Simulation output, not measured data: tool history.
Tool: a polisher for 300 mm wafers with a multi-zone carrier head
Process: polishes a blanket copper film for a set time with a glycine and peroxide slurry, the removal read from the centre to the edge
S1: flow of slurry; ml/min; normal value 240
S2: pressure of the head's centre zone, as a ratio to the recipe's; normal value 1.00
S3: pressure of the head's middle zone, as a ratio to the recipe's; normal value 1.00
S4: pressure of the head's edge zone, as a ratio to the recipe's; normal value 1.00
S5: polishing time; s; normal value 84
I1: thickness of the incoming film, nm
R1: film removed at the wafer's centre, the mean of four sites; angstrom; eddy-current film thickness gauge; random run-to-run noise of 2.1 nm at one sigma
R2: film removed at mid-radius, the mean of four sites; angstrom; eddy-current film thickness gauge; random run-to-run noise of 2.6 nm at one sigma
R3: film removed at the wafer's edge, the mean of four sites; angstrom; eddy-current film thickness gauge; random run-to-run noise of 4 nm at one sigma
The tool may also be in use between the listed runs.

run	hour	S1	S2	S3	S4	S5	I1	R1	R2	R3
1	0.0	240	1.00	1.00	1.00	84	1431.4	2813	2826	2925
# hour 10.5: centre zone pressure recalibrated
2	27.0	240	1.00	1.00	1.00	84	1443.9	2793	2821	2907
3	53.9	240	1.00	1.00	1.00	84	1426.2	2768	2750	2980
# hour 58.5: slurry nozzle cleaned
# hour 65.0: carrier head's membrane replaced by a new one
4	73.8	265	1.00	1.00	0.94	84	1426.3	3010	2907	3013
5	89.8	265	1.00	1.00	0.94	84	1457.4	3001	2977	3037
# hour 97.4: worn pad replaced by a new one
6	125.0	240	1.00	1.00	1.00	97	1439.2	3380	3376	3505
7	144.7	240	1.00	1.00	1.00	97	1439.9	3360	3399	3497
# hour 153.4: edge zone pressure recalibrated
8	157.7	240	1.00	1.00	1.00	63	1470.5	2169	2207	2193
9	187.7	240	1.00	0.91	1.00	84	1430.1	2927	2714	3070
10	238.0	195	0.96	1.11	1.00	110	1434.3	3431	3917	3942
11	256.1	320	1.00	1.00	1.00	84	1413.1	3014	2952	3148
# hour 275.9: worn pad replaced by a new one
12	286.3	240	1.00	1.00	1.07	60	1426.4	2063	2033	2129
13	368.6	175	1.00	1.00	1.00	84	1426.8	2629	2650	2769

The next listed run, before its measurement:
14	390.0	265	1.00	1.07	1.06	84	1446.4	?	?	?

Logged for run 14: R1 2853 angstrom, R2 3048 angstrom, R3 3058 angstrom.
Without the tool's hidden state the same run would have given R1 2996 angstrom, R2 3185 angstrom, R3 3160 angstrom.

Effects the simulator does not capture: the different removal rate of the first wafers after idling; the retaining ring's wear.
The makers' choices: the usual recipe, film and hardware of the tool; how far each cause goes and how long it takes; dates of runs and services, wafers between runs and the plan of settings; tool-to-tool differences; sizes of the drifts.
